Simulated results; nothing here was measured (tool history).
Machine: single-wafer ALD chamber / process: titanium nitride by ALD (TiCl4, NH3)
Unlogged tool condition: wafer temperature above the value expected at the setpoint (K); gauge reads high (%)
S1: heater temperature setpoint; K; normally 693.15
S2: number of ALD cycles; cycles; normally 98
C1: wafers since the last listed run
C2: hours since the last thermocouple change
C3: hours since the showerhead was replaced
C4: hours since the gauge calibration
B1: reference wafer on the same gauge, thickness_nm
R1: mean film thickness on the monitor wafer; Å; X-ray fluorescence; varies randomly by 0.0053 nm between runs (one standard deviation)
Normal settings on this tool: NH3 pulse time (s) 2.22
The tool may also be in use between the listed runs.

run 1 hour=0 | S1=693.15 S2=98 NH3_pulse_time_(s)=2.22 | C1=0 C2=1692.7 C3=4899.6 C4=561.8 | B1=1.939 | R1=21.4
run 2 hour=19.8 | S1=693.15 S2=98 NH3_pulse_time_(s)=2.22 | C1=33 C2=1712.5 C3=4919.4 C4=581.6 | B1=1.94 | R1=21.47
run 3 hour=102.7 | S1=693.15 S2=98 NH3_pulse_time_(s)=2.22 | C1=140 C2=1795.4 C3=5002.3 C4=664.5 | B1=1.94 | R1=21.34
run 4 hour=137.4 | S1=693.15 S2=103 NH3_pulse_time_(s)=2.22 | C1=58 C2=1830.1 C3=5037 C4=699.2 | B1=1.939 | R1=22.48
run 5 hour=157.5 | S1=693.15 S2=98 NH3_pulse_time_(s)=2.64 | C1=33 C2=1850.2 C3=5057.1 C4=719.3 | B1=1.94 | R1=21.43
-- hour=180.4 thermocouple changed; heater temperature recalibrated
run 6 hour=189.6 | S1=693.15 S2=98 NH3_pulse_time_(s)=2.64 | C1=40 C2=9.2 C3=5089.2 C4=751.4 | B1=1.941 | R1=21.42
-- hour=198.3 gauge calibrated
run 7 hour=243.8 | S1=693.15 S2=98 NH3_pulse_time_(s)=2.64 | C1=91 C2=63.4 C3=5143.4 C4=45.5 | B1=1.94 | R1=21.53
run 8 hour=260.8 | S1=693.15 S2=98 NH3_pulse_time_(s)=2.22 | C1=28 C2=80.4 C3=5160.4 C4=62.5 | B1=1.94 | R1=21.41
run 9 hour=288.9 | S1=693.15 S2=83 NH3_pulse_time_(s)=2.62 | C1=47 C2=108.5 C3=5188.5 C4=90.6 | B1=1.941 | R1=18.2
run 10 hour=306 | S1=693.15 S2=83 NH3_pulse_time_(s)=2.62 | C1=28 C2=125.6 C3=5205.6 C4=107.7 | B1=1.94 | R1=18.16
run 11 hour=324.8 | S1=698.15 S2=98 NH3_pulse_time_(s)=2.22 | C1=31 C2=144.4 C3=5224.4 C4=126.5 | B1=1.94 | R1=21.41
run 12 hour=346.5 | S1=698.15 S2=98 NH3_pulse_time_(s)=2.22 | C1=36 C2=166.1 C3=5246.1 C4=148.2 | B1=1.94 | R1=21.33
run 13 hour=359.4 | S1=698.15 S2=98 NH3_pulse_time_(s)=2.22 | C1=21 C2=179 C3=5259 C4=161.1 | B1=1.94 | R1=21.35
run 14 hour=375.7 | S1=693.15 S2=98 NH3_pulse_time_(s)=2.43 | C1=27 C2=195.3 C3=5275.3 C4=177.4 | B1=1.941 | R1=21.31
run 15 hour=397.1 | S1=693.15 S2=98 NH3_pulse_time_(s)=2.43 | C1=36 C2=216.7 C3=5296.7 C4=198.8 | B1=1.941 | R1=21.49
run 16 hour=421.2 | S1=693.15 S2=98 NH3_pulse_time_(s)=2.22 | C1=40 C2=240.8 C3=5320.8 C4=222.9 | B1=1.94 | R1=21.37
run 17 hour=441.1 | S1=700.15 S2=98 NH3_pulse_time_(s)=2.99 | C1=33 C2=260.7 C3=5340.7 C4=242.8 | B1=1.94 | R1=21.53
run 18 hour=469 | S1=686.15 S2=108 NH3_pulse_time_(s)=1.6 | C1=47 C2=288.6 C3=5368.6 C4=270.7 | B1=1.941 | R1=23.36
run 19 hour=490.5 | S1=703.15 S2=80 NH3_pulse_time_(s)=2.84 | C1=36 C2=310.1 C3=5390.1 C4=292.2 | B1=1.94 | R1=17.51
run 20 hour=512.4 | S1=698.15 S2=98 NH3_pulse_time_(s)=1.76 | C1=37 C2=332 C3=5412 C4=314.1 | B1=1.94 | R1=21.36
run 21 hour=526 | S1=693.15 S2=103 NH3_pulse_time_(s)=2.22 | C1=22 C2=345.6 C3=5425.6 C4=327.7 | B1=1.94 | R1=22.47
run 22 hour=559 | S1=683.15 S2=98 NH3_pulse_time_(s)=2.83 | C1=55 C2=378.6 C3=5458.6 C4=360.7 | B1=1.939 | R1=21.44
-- hour=587.2 showerhead replaced
run 23 hour=587.7 | S1=706.15 S2=88 NH3_pulse_time_(s)=1.77 | C1=35 C2=407.3 C3=0.5 C4=389.4 | B1=1.939 | R1=19.17
run 24 hour=596.1 | S1=688.15 S2=80 NH3_pulse_time_(s)=2.77 | C1=14 C2=415.7 C3=8.9 C4=397.8 | B1=1.94 | R1=17.45
run 25 hour=612.2 | S1=681.15 S2=98 NH3_pulse_time_(s)=2.22 | C1=27 C2=431.8 C3=25 C4=413.9 | B1=1.94 | R1=21.33
run 26 hour=641.5 | S1=701.15 S2=89 NH3_pulse_time_(s)=2.22 | C1=49 C2=461.1 C3=54.3 C4=443.2 | B1=1.94 | R1=19.45
run 27 hour=659.6 | S1=693.15 S2=98 NH3_pulse_time_(s)=2.22 | C1=30 C2=479.2 C3=72.4 C4=461.3 | B1=1.941 | R1=21.28
run 28 hour=688.2 | S1=693.15 S2=98 NH3_pulse_time_(s)=2.22 | C1=48 C2=507.8 C3=101 C4=489.9 | B1=1.941 | R1=21.35
run 29 hour=714.5 | S1=701.15 S2=98 NH3_pulse_time_(s)=2.59 | C1=44 C2=534.1 C3=127.3 C4=516.2 | B1=1.94 | R1=21.48
run 30 hour=748.7 | S1=686.15 S2=115 NH3_pulse_time_(s)=2.22 | C1=57 C2=568.3 C3=161.5 C4=550.4 | B1=1.94 | R1=25.08
run 31 hour=779.4 | S1=693.15 S2=98 NH3_pulse_time_(s)=2.8 | C1=51 C2=599 C3=192.2 C4=581.1 | B1=1.939 | R1=21.45
run 32 hour=810.4 | S1=699.15 S2=98 NH3_pulse_time_(s)=2.22 | C1=52 C2=630 C3=223.2 C4=612.1 | B1=1.94 | R1=21.47
run 33 hour=832.6 | S1=693.15 S2=98 NH3_pulse_time_(s)=2.22 | C1=37 C2=652.2 C3=245.4 C4=634.3 | B1=1.94 | R1=21.38
run 34 hour=851.3 | S1=706.15 S2=117 NH3_pulse_time_(s)=2.72 | C1=31 C2=670.9 C3=264.1 C4=653 | B1=1.94 | R1=25.62
run 35 hour=875.8 | S1=699.15 S2=93 NH3_pulse_time_(s)=2.71 | C1=41 C2=695.4 C3=288.6 C4=677.5 | B1=1.941 | R1=20.4
run 36 hour=888.5 | S1=700.15 S2=111 NH3_pulse_time_(s)=1.52 | C1=21 C2=708.1 C3=301.3 C4=690.2 | B1=1.94 | R1=24.21
run 37 hour=913.9 | S1=693.15 S2=98 NH3_pulse_time_(s)=2.22 | C1=42 C2=733.5 C3=326.7 C4=715.6 | B1=1.939 | R1=21.39
run 38 hour=945.2 | S1=697.15 S2=98 NH3_pulse_time_(s)=2.53 | C1=52 C2=764.8 C3=358 C4=746.9 | B1=1.939 | R1=21.45
run 39 hour=957.5 | S1=693.15 S2=98 NH3_pulse_time_(s)=1.38 | C1=20 C2=777.1 C3=370.3 C4=759.2 | B1=1.94 | R1=21.16

Across each entry between runs, compare the hidden state at the last listed run before it with the hidden state at the first listed run after it:
Runs 5 to 6: thermocouple changed; heater temperature recalibrated (hour 180.4)
  the hidden state is the same at both runs
Runs 6 to 7: gauge calibrated (hour 198.3)
  the hidden state is the same at both runs
Runs 22 to 23: showerhead replaced (hour 587.2)
  the hidden state is the same at both runs

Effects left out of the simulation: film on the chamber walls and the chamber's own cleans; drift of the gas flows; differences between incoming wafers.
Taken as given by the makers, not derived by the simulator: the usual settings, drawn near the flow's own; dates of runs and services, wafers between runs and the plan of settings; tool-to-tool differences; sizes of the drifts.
